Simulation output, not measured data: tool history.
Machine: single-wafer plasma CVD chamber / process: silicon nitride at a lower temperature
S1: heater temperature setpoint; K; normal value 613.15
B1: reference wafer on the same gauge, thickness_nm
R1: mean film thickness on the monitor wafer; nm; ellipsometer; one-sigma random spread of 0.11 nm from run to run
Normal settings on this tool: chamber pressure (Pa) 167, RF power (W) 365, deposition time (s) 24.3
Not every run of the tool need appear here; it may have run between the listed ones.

Run 1, hour 0.0: usual settings; B1 34.097. Result: R1 33.859 nm.
Run 2, hour 36.2: usual settings; B1 34.070. Result: R1 33.846 nm.
Run 3, hour 102.1: usual settings; B1 34.114. Result: R1 33.635 nm.
Run 4, hour 161.1: usual settings but chamber pressure (Pa) 137; B1 34.084. Result: R1 32.241 nm.
Run 5, hour 214.7: usual settings but chamber pressure (Pa) 137; B1 34.106. Result: R1 32.331 nm.
At hour 229.3: RF generator calibrated.
Run 6, hour 265.9: usual settings but S1 603.15 K, chamber pressure (Pa) 137, RF power (W) 320, deposition time (s) 28.0; B1 34.100. Result: R1 34.878 nm.
Run 7, hour 337.1: usual settings but S1 626.15 K, chamber pressure (Pa) 201, RF power (W) 410, deposition time (s) 19.8; B1 34.090. Result: R1 31.677 nm.
Run 8, hour 386.0: usual settings but deposition time (s) 20.7; B1 34.104. Result: R1 29.390 nm.
Run 9, hour 459.4: usual settings but S1 621.15 K, RF power (W) 400; B1 34.102. Result: R1 36.632 nm.
Run 10, hour 562.0: usual settings; B1 34.065. Result: R1 34.153 nm.
At hour 572.5: showerhead replaced.
Run 11, hour 644.8: usual settings; B1 34.095. Result: R1 34.334 nm.
Run 12, hour 731.5: usual settings but chamber pressure (Pa) 149, deposition time (s) 27.8; B1 34.105. Result: R1 38.278 nm.
Run 13, hour 792.3: usual settings; B1 34.108. Result: R1 34.152 nm.
Run 14, hour 849.9: usual settings but S1 618.15 K, deposition time (s) 27.6; B1 34.111. Result: R1 38.816 nm.
Run 15, hour 907.3: usual settings but chamber pressure (Pa) 132, RF power (W) 385, deposition time (s) 22.5; B1 34.134. Result: R1 31.366 nm.
At hour 988.5: thermocouple changed; heater temperature recalibrated.
Run 16, hour 995.4: usual settings but S1 608.15 K, RF power (W) 415; B1 34.082. Result: R1 37.261 nm.
Run 17, hour 1090.5: usual settings but S1 618.15 K, RF power (W) 300, deposition time (s) 28.8; B1 34.081. Result: R1 35.082 nm.
Run 18, hour 1150.6: usual settings; B1 34.073. Result: R1 34.030 nm.
At hour 1207.8: gauge calibrated.
Run 19, hour 1334.1: usual settings; B1 34.100. Result: R1 33.940 nm.
Run 20, hour 1371.7: usual settings; B1 34.098. Result: R1 34.070 nm.
Run 21, hour 1439.6: usual settings; B1 34.081. Result: R1 34.099 nm.
Run 22, hour 1480.8: usual settings but S1 618.15 K, RF power (W) 335; B1 34.125. Result: R1 31.830 nm.
Run 23, hour 1550.5: usual settings; B1 34.114. Result: R1 33.975 nm.
Run 24, hour 1596.1: usual settings but deposition time (s) 28.3; B1 34.116. Result: R1 39.512 nm.
Run 25, hour 1674.9: usual settings but chamber pressure (Pa) 205, deposition time (s) 26.8; B1 34.091. Result: R1 39.277 nm.
Run 26, hour 1747.2: usual settings but S1 602.15 K, chamber pressure (Pa) 151, RF power (W) 320, deposition time (s) 22.3; B1 34.109. Result: R1 27.652 nm.
Run 27, hour 1798.5: usual settings but RF power (W) 425; B1 34.101. Result: R1 37.505 nm.
Run 28, hour 1835.7: usual settings but deposition time (s) 26.2; B1 34.082. Result: R1 36.423 nm.

Exercise: give the hidden state of the tool at every run:
wafer temperature above the value expected at the setpoint (K): 0 in every run
true pressure above the setpoint (%): 0 in every run
gauge reads high (%): 0 in every run
H1: delivered RF power above the setpoint (%)
run      H1
  1   -3.61
  2   -3.66
  3   -3.77
  4   -3.87
  5   -3.95
  6  -0.656
  7  -0.771
  8   -0.85
  9  -0.969
 10   -1.14
 11   -1.27
 12   -1.41
 13   -1.51
 14    -1.6
 15   -1.69
 16   -1.84
 17   -1.99
 18   -2.09
 19   -2.38
 20   -2.45
 21   -2.55
 22   -2.62
 23   -2.73
 24   -2.81
 25   -2.94
 26   -3.05
 27   -3.14
 28    -3.2
